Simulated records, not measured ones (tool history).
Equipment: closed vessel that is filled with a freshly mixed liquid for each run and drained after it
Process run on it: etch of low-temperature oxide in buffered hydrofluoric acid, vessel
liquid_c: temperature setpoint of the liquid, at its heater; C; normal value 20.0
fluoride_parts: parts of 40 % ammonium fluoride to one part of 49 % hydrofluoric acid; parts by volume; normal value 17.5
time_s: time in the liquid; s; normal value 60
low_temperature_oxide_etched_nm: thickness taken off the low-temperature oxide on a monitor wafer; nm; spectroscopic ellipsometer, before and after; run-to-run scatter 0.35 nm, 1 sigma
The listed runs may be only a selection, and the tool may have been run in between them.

run	hour	liquid_c	fluoride_parts	time_s	wafers since the last listed run	hours since the thermometer was replaced	hours since the hydrofluoric acid flow meter was replaced	hours since the gauge calibration	read-back film thickness of the low-temperature oxide reference wafer, read on the same gauge (nm)	low_temperature_oxide_etched_nm
1	0.0	20.0	17.5	60	0	1307.9	1446.4	136.0	100.01	68.49
2	7.6	20.0	17.5	60	1042	1315.5	1454.0	143.6	99.99	68.42
3	15.8	20.0	17.5	85	1125	1323.7	1462.2	151.8	100.00	97.40
4	22.7	20.0	17.5	85	946	1330.6	1469.1	158.7	100.00	96.55
5	31.0	17.5	17.5	60	1139	1338.9	1477.4	167.0	100.00	59.82
6	41.3	17.5	17.5	60	1413	1349.2	1487.7	177.3	100.02	58.96
7	51.2	20.0	17.5	60	1358	1359.1	1497.6	187.2	100.00	68.34
8	64.3	20.0	17.5	60	1797	1372.2	1510.7	200.3	100.00	67.91
9	85.1	20.0	17.5	60	2854	1393.0	1531.5	221.1	100.00	68.04
# hour 87.5: thermometer replaced
10	95.3	20.0	17.5	60	1262	7.8	1541.7	231.3	99.99	75.08
11	112.1	20.0	17.5	60	2305	24.6	1558.5	248.1	100.00	74.89
12	127.6	17.0	17.5	60	2127	40.1	1574.0	263.6	100.00	63.35
13	140.5	17.0	17.5	50	1770	53.0	1586.9	276.5	100.00	52.63
14	157.7	23.5	13.0	45	2360	70.2	1604.1	293.7	99.99	90.94
15	170.7	17.0	17.5	45	1784	83.2	1617.1	306.7	99.99	47.01
# hour 176.7: gauge calibrated
# hour 178.7: hydrofluoric acid flow meter replaced
16	187.1	20.0	17.5	60	2113	99.6	8.4	10.4	99.98	83.93
17	194.7	20.0	15.5	80	1042	107.2	16.0	18.0	99.99	125.43
18	202.0	25.0	14.5	80	1001	114.5	23.3	25.3	100.00	178.81
19	209.8	20.0	17.5	60	1070	122.3	31.1	33.1	100.00	84.27
20	223.4	20.0	17.5	60	1866	135.9	44.7	46.7	100.02	83.74

Run 21 has not been measured yet. What should we expect?
21	238.4	20.0	15.5	50	2058	150.9	59.7	61.7	?	?

{"run 21": {"read-back film thickness of the low-temperature oxide reference wafer, read on the same gauge (nm)": 99.99, "low_temperature_oxide_etched_nm": 78.54}}
With the hidden condition absent and the run-to-run variation left alone, this run would have shown low_temperature_oxide_etched_nm 80.53 nm.
